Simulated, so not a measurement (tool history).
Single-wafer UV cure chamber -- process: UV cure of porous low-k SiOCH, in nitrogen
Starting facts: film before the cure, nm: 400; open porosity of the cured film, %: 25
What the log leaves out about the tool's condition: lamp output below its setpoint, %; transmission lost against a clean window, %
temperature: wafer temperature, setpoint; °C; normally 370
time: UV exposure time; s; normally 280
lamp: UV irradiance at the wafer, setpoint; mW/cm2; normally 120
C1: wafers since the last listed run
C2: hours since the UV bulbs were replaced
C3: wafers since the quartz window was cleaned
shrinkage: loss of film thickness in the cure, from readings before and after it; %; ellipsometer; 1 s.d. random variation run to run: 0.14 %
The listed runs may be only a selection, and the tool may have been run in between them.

run 1 day=0.000 | temperature=361 time=280 lamp=120 | C1=0 C2=1057.6 C3=700 | shrinkage=12.712
run 2 day=4.238 | temperature=361 time=280 lamp=120 | C1=821 C2=1159.3 C3=1521 | shrinkage=12.569
run 3 day=6.146 | temperature=361 time=280 lamp=110 | C1=369 C2=1205.1 C3=1891 | shrinkage=12.018
-- day=7.450 quartz window cleaned
run 4 day=8.508 | temperature=361 time=280 lamp=110 | C1=393 C2=1261.8 C3=205 | shrinkage=12.119
run 5 day=10.688 | temperature=361 time=280 lamp=110 | C1=422 C2=1314.1 C3=627 | shrinkage=11.963
run 6 day=13.025 | temperature=370 time=280 lamp=120 | C1=453 C2=1370.2 C3=1080 | shrinkage=12.693
run 7 day=14.712 | temperature=370 time=280 lamp=120 | C1=327 C2=1410.7 C3=1408 | shrinkage=12.635
run 8 day=17.538 | temperature=370 time=280 lamp=104 | C1=547 C2=1478.5 C3=1955 | shrinkage=11.905
-- day=18.879 quartz window cleaned
run 9 day=20.229 | temperature=370 time=280 lamp=104 | C1=457 C2=1543.1 C3=261 | shrinkage=11.977
run 10 day=22.733 | temperature=370 time=280 lamp=129 | C1=485 C2=1603.2 C3=747 | shrinkage=13.169
run 11 day=24.096 | temperature=382 time=235 lamp=92 | C1=264 C2=1635.9 C3=1011 | shrinkage=10.759
run 12 day=25.221 | temperature=370 time=365 lamp=109 | C1=218 C2=1662.9 C3=1229 | shrinkage=13.439
run 13 day=26.571 | temperature=370 time=280 lamp=120 | C1=261 C2=1695.3 C3=1491 | shrinkage=12.898
-- day=29.671 quartz window cleaned
run 14 day=29.692 | temperature=355 time=125 lamp=160 | C1=540 C2=1770.2 C3=4 | shrinkage=9.886
run 15 day=31.496 | temperature=370 time=280 lamp=104 | C1=349 C2=1813.5 C3=354 | shrinkage=12.030
-- day=32.079 UV bulbs replaced
run 16 day=32.779 | temperature=361 time=280 lamp=110 | C1=184 C2=16.8 C3=538 | shrinkage=13.231
run 17 day=34.004 | temperature=365 time=170 lamp=150 | C1=237 C2=46.2 C3=775 | shrinkage=12.388
run 18 day=35.171 | temperature=376 time=140 lamp=120 | C1=226 C2=74.2 C3=1002 | shrinkage=10.592
run 19 day=36.188 | temperature=370 time=175 lamp=81 | C1=197 C2=98.6 C3=1199 | shrinkage=9.891
run 20 day=38.092 | temperature=356 time=190 lamp=91 | C1=369 C2=144.3 C3=1568 | shrinkage=10.301
run 21 day=40.283 | temperature=370 time=175 lamp=120 | C1=424 C2=196.9 C3=1993 | shrinkage=11.518

Branching from run 21: 5 alternative next runs. What would each branch give?
run A day=40.304 | temperature=370 time=280 lamp=120 | C1=4 C2=197.4 C3=1997 | shrinkage=?
run B day=40.304 | temperature=370 time=395 lamp=99 | C1=4 C2=197.4 C3=1997 | shrinkage=?
run C day=40.304 | temperature=370 time=420 lamp=120 | C1=4 C2=197.4 C3=1997 | shrinkage=?
run D day=40.304 | temperature=370 time=375 lamp=105 | C1=4 C2=197.4 C3=1997 | shrinkage=?
run E day=40.304 | temperature=370 time=445 lamp=97 | C1=4 C2=197.4 C3=1997 | shrinkage=?

run=A shrinkage=13.491
run=B shrinkage=14.246
run=C shrinkage=15.527
run=D shrinkage=14.280
run=E shrinkage=14.742
The same runs, with their run-to-run variation unchanged, on a tool lacking any hidden condition would have given:
run=A shrinkage=13.872
run=B shrinkage=14.631
run=C shrinkage=15.919
run=D shrinkage=14.666
run=E shrinkage=15.130

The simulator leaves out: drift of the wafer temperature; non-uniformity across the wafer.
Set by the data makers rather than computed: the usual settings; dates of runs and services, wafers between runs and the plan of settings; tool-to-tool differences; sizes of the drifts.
